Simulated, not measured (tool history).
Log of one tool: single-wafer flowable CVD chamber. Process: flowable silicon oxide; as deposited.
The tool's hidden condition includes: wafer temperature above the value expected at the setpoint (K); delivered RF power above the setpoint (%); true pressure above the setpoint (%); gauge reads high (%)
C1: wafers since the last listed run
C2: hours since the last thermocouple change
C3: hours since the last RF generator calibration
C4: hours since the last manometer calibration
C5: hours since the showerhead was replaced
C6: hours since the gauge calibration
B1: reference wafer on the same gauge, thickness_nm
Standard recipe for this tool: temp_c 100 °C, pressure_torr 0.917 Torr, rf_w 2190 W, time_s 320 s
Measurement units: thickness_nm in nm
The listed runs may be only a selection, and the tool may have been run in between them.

{"run": 1, "hour": 0.0, "temp_c": 89, "pressure_torr": 0.917, "rf_w": 2190, "time_s": 320, "C1": 0, "C2": 736.3, "C3": 1055.9, "C4": 1711.4, "C5": 6760.8, "C6": 283.8, "B1": 197.107, "thickness_nm": 333.399}
{"run": 2, "hour": 35.6, "temp_c": 89, "pressure_torr": 0.917, "rf_w": 2190, "time_s": 320, "C1": 122, "C2": 771.9, "C3": 1091.5, "C4": 1747.0, "C5": 6796.4, "C6": 319.4, "B1": 197.011, "thickness_nm": 333.205}
{"run": 3, "hour": 51.9, "temp_c": 100, "pressure_torr": 0.917, "rf_w": 2190, "time_s": 320, "C1": 55, "C2": 788.2, "C3": 1107.8, "C4": 1763.3, "C5": 6812.7, "C6": 335.7, "B1": 196.879, "thickness_nm": 235.431}
{"run": 4, "hour": 82.3, "temp_c": 100, "pressure_torr": 0.917, "rf_w": 2190, "time_s": 320, "C1": 104, "C2": 818.6, "C3": 1138.2, "C4": 1793.7, "C5": 6843.1, "C6": 366.1, "B1": 197.052, "thickness_nm": 235.644}
{"run": 5, "hour": 117.3, "temp_c": 100, "pressure_torr": 0.917, "rf_w": 2190, "time_s": 320, "C1": 120, "C2": 853.6, "C3": 1173.2, "C4": 1828.7, "C5": 6878.1, "C6": 401.1, "B1": 197.051, "thickness_nm": 236.49}
{"run": 6, "hour": 148.3, "temp_c": 100, "pressure_torr": 0.917, "rf_w": 2190, "time_s": 320, "C1": 106, "C2": 884.6, "C3": 1204.2, "C4": 1859.7, "C5": 6909.1, "C6": 432.1, "B1": 196.961, "thickness_nm": 235.397}
{"run": 7, "hour": 171.5, "temp_c": 100, "pressure_torr": 0.917, "rf_w": 2190, "time_s": 320, "C1": 79, "C2": 907.8, "C3": 1227.4, "C4": 1882.9, "C5": 6932.3, "C6": 455.3, "B1": 197.012, "thickness_nm": 237.334}
{"run": 8, "hour": 187.0, "temp_c": 105, "pressure_torr": 0.917, "rf_w": 2190, "time_s": 320, "C1": 53, "C2": 923.3, "C3": 1242.9, "C4": 1898.4, "C5": 6947.8, "C6": 470.8, "B1": 196.854, "thickness_nm": 201.114}
{"run": 9, "hour": 206.0, "temp_c": 105, "pressure_torr": 0.917, "rf_w": 2190, "time_s": 320, "C1": 65, "C2": 942.3, "C3": 1261.9, "C4": 1917.4, "C5": 6966.8, "C6": 489.8, "B1": 197.104, "thickness_nm": 201.279}
{"run": 10, "hour": 240.7, "temp_c": 100, "pressure_torr": 0.917, "rf_w": 2190, "time_s": 320, "C1": 118, "C2": 977.0, "C3": 1296.6, "C4": 1952.1, "C5": 7001.5, "C6": 524.5, "B1": 197.009, "thickness_nm": 235.871}
{"hour": 328.9, "done": "gauge calibrated"}
{"run": 11, "hour": 344.3, "temp_c": 100, "pressure_torr": 0.917, "rf_w": 2345, "time_s": 320, "C1": 355, "C2": 1080.6, "C3": 1400.2, "C4": 2055.7, "C5": 7105.1, "C6": 15.4, "B1": 196.854, "thickness_nm": 238.629}
{"run": 12, "hour": 375.5, "temp_c": 111, "pressure_torr": 1.076, "rf_w": 2470, "time_s": 320, "C1": 106, "C2": 1111.8, "C3": 1431.4, "C4": 2086.9, "C5": 7136.3, "C6": 46.6, "B1": 196.908, "thickness_nm": 199.5}
{"run": 13, "hour": 407.1, "temp_c": 91, "pressure_torr": 0.999, "rf_w": 2520, "time_s": 336, "C1": 108, "C2": 1143.4, "C3": 1463.0, "C4": 2118.5, "C5": 7167.9, "C6": 78.2, "B1": 197.023, "thickness_nm": 366.175}
{"hour": 422.1, "done": "showerhead replaced, of another model than before"}
{"run": 14, "hour": 430.1, "temp_c": 100, "pressure_torr": 0.917, "rf_w": 2190, "time_s": 320, "C1": 51, "C2": 1166.4, "C3": 1486.0, "C4": 2141.5, "C5": 8.0, "C6": 101.2, "B1": 196.941, "thickness_nm": 237.317}
{"hour": 450.4, "done": "RF generator calibrated"}
{"run": 15, "hour": 460.7, "temp_c": 113, "pressure_torr": 0.917, "rf_w": 2190, "time_s": 292, "C1": 77, "C2": 1197.0, "C3": 10.3, "C4": 2172.1, "C5": 38.6, "C6": 131.8, "B1": 197.137, "thickness_nm": 142.492}
{"run": 16, "hour": 484.9, "temp_c": 87, "pressure_torr": 0.695, "rf_w": 1910, "time_s": 320, "C1": 82, "C2": 1221.2, "C3": 34.5, "C4": 2196.3, "C5": 62.8, "C6": 156.0, "B1": 196.918, "thickness_nm": 295.851}
{"hour": 500.4, "done": "thermocouple changed; heater temperature recalibrated"}
{"run": 17, "hour": 502.7, "temp_c": 87, "pressure_torr": 0.917, "rf_w": 2190, "time_s": 337, "C1": 33, "C2": 2.3, "C3": 52.3, "C4": 2214.1, "C5": 80.6, "C6": 173.8, "B1": 197.055, "thickness_nm": 356.177}
{"hour": 526.2, "done": "capacitance manometer re-zeroed and calibrated"}
{"run": 18, "hour": 569.0, "temp_c": 113, "pressure_torr": 0.917, "rf_w": 2190, "time_s": 320, "C1": 199, "C2": 68.6, "C3": 118.6, "C4": 42.8, "C5": 146.9, "C6": 240.1, "B1": 196.951, "thickness_nm": 149.559}
{"run": 19, "hour": 600.6, "temp_c": 100, "pressure_torr": 0.917, "rf_w": 2190, "time_s": 320, "C1": 108, "C2": 100.2, "C3": 150.2, "C4": 74.4, "C5": 178.5, "C6": 271.7, "B1": 196.914, "thickness_nm": 226.972}
{"run": 20, "hour": 615.2, "temp_c": 100, "pressure_torr": 0.917, "rf_w": 1785, "time_s": 320, "C1": 50, "C2": 114.8, "C3": 164.8, "C4": 89.0, "C5": 193.1, "C6": 286.3, "B1": 197.172, "thickness_nm": 223.49}
{"run": 21, "hour": 635.1, "temp_c": 100, "pressure_torr": 0.715, "rf_w": 2190, "time_s": 320, "C1": 68, "C2": 134.7, "C3": 184.7, "C4": 108.9, "C5": 213.0, "C6": 306.2, "B1": 196.995, "thickness_nm": 195.306}
{"run": 22, "hour": 663.4, "temp_c": 100, "pressure_torr": 0.917, "rf_w": 2190, "time_s": 320, "C1": 97, "C2": 163.0, "C3": 213.0, "C4": 137.2, "C5": 241.3, "C6": 334.5, "B1": 196.849, "thickness_nm": 228.857}
{"run": 23, "hour": 686.0, "temp_c": 108, "pressure_torr": 0.917, "rf_w": 2190, "time_s": 320, "C1": 77, "C2": 185.6, "C3": 235.6, "C4": 159.8, "C5": 263.9, "C6": 357.1, "B1": 196.986, "thickness_nm": 177.684}

Each row is a separate what-if for the run after 23, all from the same tool condition, not one after another. Results?
{"run": "A", "hour": 686.5, "temp_c": 100, "pressure_torr": 0.917, "rf_w": 2190, "time_s": 320, "C1": 1, "C2": 186.1, "C3": 236.1, "C4": 160.3, "C5": 264.4, "C6": 357.6, "B1": "?", "thickness_nm": "?"}
{"run": "B", "hour": 686.5, "temp_c": 113, "pressure_torr": 0.917, "rf_w": 2190, "time_s": 342, "C1": 1, "C2": 186.1, "C3": 236.1, "C4": 160.3, "C5": 264.4, "C6": 357.6, "B1": "?", "thickness_nm": "?"}
{"run": "C", "hour": 686.5, "temp_c": 94, "pressure_torr": 0.823, "rf_w": 2190, "time_s": 320, "C1": 1, "C2": 186.1, "C3": 236.1, "C4": 160.3, "C5": 264.4, "C6": 357.6, "B1": "?", "thickness_nm": "?"}

run=A B1=197.052 thickness_nm=229.175
run=B B1=197.052 thickness_nm=161.833
run=C B1=197.052 thickness_nm=258.823
Without the tool's unlogged condition, the same runs would have read:
run=A thickness_nm=222.951
run=B thickness_nm=157.579
run=C thickness_nm=251.573

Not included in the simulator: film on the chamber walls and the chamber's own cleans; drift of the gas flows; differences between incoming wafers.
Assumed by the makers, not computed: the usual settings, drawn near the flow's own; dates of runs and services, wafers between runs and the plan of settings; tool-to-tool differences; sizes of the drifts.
